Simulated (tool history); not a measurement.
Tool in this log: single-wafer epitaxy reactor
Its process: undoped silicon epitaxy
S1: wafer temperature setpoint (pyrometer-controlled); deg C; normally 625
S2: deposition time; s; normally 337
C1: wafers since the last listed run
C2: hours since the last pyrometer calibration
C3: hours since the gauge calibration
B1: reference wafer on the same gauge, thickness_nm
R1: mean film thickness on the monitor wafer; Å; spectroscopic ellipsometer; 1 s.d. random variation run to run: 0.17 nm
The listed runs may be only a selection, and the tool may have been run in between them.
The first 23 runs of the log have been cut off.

{"run": 24, "hour": 698.2, "S1": 625, "S2": 337, "C1": 127, "C2": 273.5, "C3": 835.2, "B1": 39.07, "R1": 336.63}
{"run": 25, "hour": 729.6, "S1": 618, "S2": 376, "C1": 187, "C2": 304.9, "C3": 866.6, "B1": 39.113, "R1": 323.03}
{"run": 26, "hour": 755.2, "S1": 625, "S2": 337, "C1": 152, "C2": 330.5, "C3": 892.2, "B1": 39.187, "R1": 340.07}
{"run": 27, "hour": 772.3, "S1": 633, "S2": 307, "C1": 102, "C2": 347.6, "C3": 909.3, "B1": 39.146, "R1": 368.04}
{"run": 28, "hour": 797.9, "S1": 625, "S2": 337, "C1": 152, "C2": 373.2, "C3": 934.9, "B1": 39.212, "R1": 339.23}
{"run": 29, "hour": 814.0, "S1": 613, "S2": 364, "C1": 96, "C2": 389.3, "C3": 951.0, "B1": 39.252, "R1": 280.72}
{"hour": 820.0, "done": "gauge calibrated"}
{"run": 30, "hour": 841.1, "S1": 625, "S2": 337, "C1": 161, "C2": 416.4, "C3": 21.1, "B1": 37.917, "R1": 332.16}
{"run": 31, "hour": 879.0, "S1": 618, "S2": 396, "C1": 226, "C2": 454.3, "C3": 59.0, "B1": 38.063, "R1": 333.39}
{"run": 32, "hour": 912.2, "S1": 621, "S2": 394, "C1": 198, "C2": 487.5, "C3": 92.2, "B1": 38.047, "R1": 349.45}

Estimate the outcome of run 33 from the log above:
{"run": 33, "hour": 948.7, "S1": 625, "S2": 337, "C1": 218, "C2": 524.0, "C3": 128.7, "B1": "?", "R1": "?"}

Run 33 measured B1 38.141, R1 328.92 Å.
With the hidden condition absent and the run-to-run variation left alone, this run would have shown R1 327.25 Å.
